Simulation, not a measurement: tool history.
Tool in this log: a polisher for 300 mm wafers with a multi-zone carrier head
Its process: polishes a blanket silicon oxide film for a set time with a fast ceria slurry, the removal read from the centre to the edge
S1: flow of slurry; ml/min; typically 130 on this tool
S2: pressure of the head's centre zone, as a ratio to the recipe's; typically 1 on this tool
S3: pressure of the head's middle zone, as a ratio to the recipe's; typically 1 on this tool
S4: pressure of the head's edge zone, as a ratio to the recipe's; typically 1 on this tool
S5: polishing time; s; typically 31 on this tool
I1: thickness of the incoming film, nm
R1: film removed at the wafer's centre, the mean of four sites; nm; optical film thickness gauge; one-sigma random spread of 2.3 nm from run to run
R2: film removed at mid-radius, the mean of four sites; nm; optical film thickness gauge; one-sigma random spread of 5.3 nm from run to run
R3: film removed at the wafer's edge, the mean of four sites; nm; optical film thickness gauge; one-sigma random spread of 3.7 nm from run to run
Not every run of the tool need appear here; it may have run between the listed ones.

run,day,S1,S2,S3,S4,S5,I1,R1,R2,R3
1,0,130,1,0.94,1,31,1734.1,356.4,352.4,370.2
2,1.479,130,1,1,1,31,1701,356.2,362,359.3
3,2.733,130,1,1,1,31,1726.7,354.9,364.7,365.9
4,3.483,130,1,1,1,31,1703,350.9,368.7,362.6
5,4.458,130,1,1,1,31,1701.4,350,353.9,360.5
# day 5.554: worn pad replaced by a new one
6,5.729,130,1,1,1,31,1706.1,351.9,358.9,359.2
7,6.808,130,1,1,1,31,1723.2,347.2,363.7,363.7
8,7.912,130,1,1,1,31,1694,353.2,356.4,358.2
# day 8.646: slurry nozzle cleaned
9,8.667,130,0.95,1,1.06,31,1702.8,318.1,346.1,367.5
10,9.879,130,1,0.89,1,20,1685.2,214.8,202.2,227.1
# day 11.283: carrier head's membrane replaced by a new one
11,11.346,130,1,1,1,31,1687.9,327.8,344.3,351.4
# day 12.696: worn pad replaced by a new one
12,12.717,130,1,1.11,1,31,1682.2,331.5,387.5,353.1
# day 13.433: slurry nozzle cleaned, repeated, since the last time left the tool worse
13,13.633,130,1,1,1,31,1733.3,362.8,359.1,371.8
14,14.25,130,0.93,0.91,1,23,1724.2,250,252.2,276.1
15,15.262,130,1.04,1,1,31,1665.3,370.9,368.6,366.9
# day 16.396: edge zone pressure recalibrated
16,16.467,130,1,1.04,1,31,1712.8,363.1,385.2,371
# day 17.517: centre zone pressure recalibrated
17,17.538,130,1.04,1,1,31,1684.6,373,363,372.9
18,18.312,130,1.03,1,1,31,1675.5,369.7,369.2,365.2
# day 19.421: worn pad replaced by a new one
19,19.442,130,1,0.94,1,31,1707.7,358.3,351.1,364.6
20,20.704,130,1.07,1.12,1,31,1687.6,381,409.3,365.4
21,22.033,170,1,1.08,1,31,1699.8,386.1,423.3,390.6
22,23.425,130,1,1,0.93,31,1700,360.2,360.8,358.3
23,24.721,130,0.96,1,1,36,1675.9,397.2,422.5,432.6

Below, each run's measurement less what the same run would have read without the hidden state. Both values contain the same run-to-run variation, but the gauge's scatter may not be the same in both:
The hidden state here: removal rate lost through wear of the pad, %; slurry flow missing at the pad, %; deviation of the centre zone's pressure from its setpoint, %; deviation of the edge zone's pressure from its setpoint, %.
run,R1,R2,R3
1,-6.1,-5.3,-3.9
2,-7.1,-6.3,-4.3
3,-8,-7.2,-5.1
4,-8.6,-7.9,-5.4
5,-9.4,-8.3,-5.9
6,-10.7,-9.5,-6.6
7,-11.6,-10.7,-7.4
8,-13,-11.5,-8
9,-27.2,-25.6,-18.5
10,-18.4,-15,-11.5
11,-28.3,-25.7,-17.8
12,-28.9,-29.3,-18.2
13,-0.3,-0.3,-0.2
14,-0.3,-0.2,-0.2
15,-0.4,-0.3,-0.2
16,-0.5,-0.5,-0.3
17,-0.6,-0.6,-0.4
18,-0.8,-0.7,-0.5
19,-1.1,-0.9,-0.6
20,-1.4,-1.4,-0.8
21,-1.5,-1.5,-1
22,-2.4,-2.1,-1.5
23,-3.3,-3.1,-2.2

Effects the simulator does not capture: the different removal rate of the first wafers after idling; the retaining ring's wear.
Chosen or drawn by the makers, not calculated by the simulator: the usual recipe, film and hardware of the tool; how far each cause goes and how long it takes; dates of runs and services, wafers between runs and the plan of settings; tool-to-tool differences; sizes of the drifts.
